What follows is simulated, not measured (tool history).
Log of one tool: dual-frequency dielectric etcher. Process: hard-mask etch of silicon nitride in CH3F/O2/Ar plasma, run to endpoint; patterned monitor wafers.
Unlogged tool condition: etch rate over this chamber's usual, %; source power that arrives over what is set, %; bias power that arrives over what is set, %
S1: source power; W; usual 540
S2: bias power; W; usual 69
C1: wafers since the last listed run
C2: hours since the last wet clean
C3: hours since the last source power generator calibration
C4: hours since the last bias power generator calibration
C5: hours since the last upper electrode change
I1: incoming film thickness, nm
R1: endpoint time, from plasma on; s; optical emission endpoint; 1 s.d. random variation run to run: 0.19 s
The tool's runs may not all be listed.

run 1 day=0 | S1=540 S2=69 | C1=0 C2=289.4 C3=2972.9 C4=2815 C5=5661.6 | I1=51.4 | R1=65.1
run 2 day=1.404 | S1=540 S2=69 | C1=279 C2=323.1 C3=3006.6 C4=2848.7 C5=5695.3 | I1=50.8 | R1=64.5
-- day=5.462 wet clean of the chamber
run 3 day=7.65 | S1=540 S2=69 | C1=1043 C2=52.5 C3=3156.5 C4=2998.6 C5=5845.2 | I1=51.1 | R1=64
run 4 day=8.662 | S1=540 S2=69 | C1=201 C2=76.8 C3=3180.8 C4=3022.9 C5=5869.5 | I1=51.3 | R1=64.1
-- day=12.121 upper electrode replaced
-- day=13.942 bias power generator calibrated
run 5 day=14.817 | S1=540 S2=69 | C1=991 C2=224.5 C3=3328.5 C4=21 C5=64.7 | I1=51.5 | R1=64.6
run 6 day=16.046 | S1=540 S2=69 | C1=244 C2=254 C3=3358 C4=50.5 C5=94.2 | I1=51 | R1=64.7
-- day=17.267 source power generator calibrated
run 7 day=18.079 | S1=540 S2=69 | C1=371 C2=302.8 C3=19.5 C4=99.3 C5=143 | I1=51.7 | R1=65.6
run 8 day=20.404 | S1=540 S2=76 | C1=462 C2=358.6 C3=75.3 C4=155.1 C5=198.8 | I1=51.9 | R1=62.9
-- day=21.5 wet clean of the chamber
run 9 day=22.15 | S1=660 S2=75 | C1=148 C2=15.6 C3=117.2 C4=197 C5=240.7 | I1=50.9 | R1=57.9
run 10 day=23.242 | S1=670 S2=62 | C1=217 C2=41.8 C3=143.4 C4=223.2 C5=266.9 | I1=51.2 | R1=64.1
run 11 day=25.15 | S1=670 S2=57 | C1=379 C2=87.6 C3=189.2 C4=269 C5=312.7 | I1=51.2 | R1=67.4
run 12 day=26.746 | S1=540 S2=80 | C1=317 C2=125.9 C3=227.5 C4=307.3 C5=351 | I1=51.1 | R1=59.3
run 13 day=30.079 | S1=650 S2=57 | C1=662 C2=205.9 C3=307.5 C4=387.3 C5=431 | I1=51.2 | R1=68
run 14 day=32.688 | S1=430 S2=82 | C1=518 C2=268.5 C3=370.1 C4=449.9 C5=493.6 | I1=50.9 | R1=61.7
run 15 day=34.092 | S1=540 S2=69 | C1=279 C2=302.2 C3=403.8 C4=483.6 C5=527.3 | I1=51.8 | R1=65.6
run 16 day=36.821 | S1=430 S2=82 | C1=542 C2=367.7 C3=469.3 C4=549.1 C5=592.8 | I1=50.9 | R1=61.9

Had the tool no unlogged condition, and each run kept its random variation, what would the results have been?
run=1 R1=64
run=2 R1=63.3
run=3 R1=63.7
run=4 R1=63.8
run=5 R1=63.7
run=6 R1=63.8
run=7 R1=64.5
run=8 R1=61.7
run=9 R1=57.8
run=10 R1=63.9
run=11 R1=67
run=12 R1=58.8
run=13 R1=67.1
run=14 R1=60.7
run=15 R1=64.5
run=16 R1=60.7
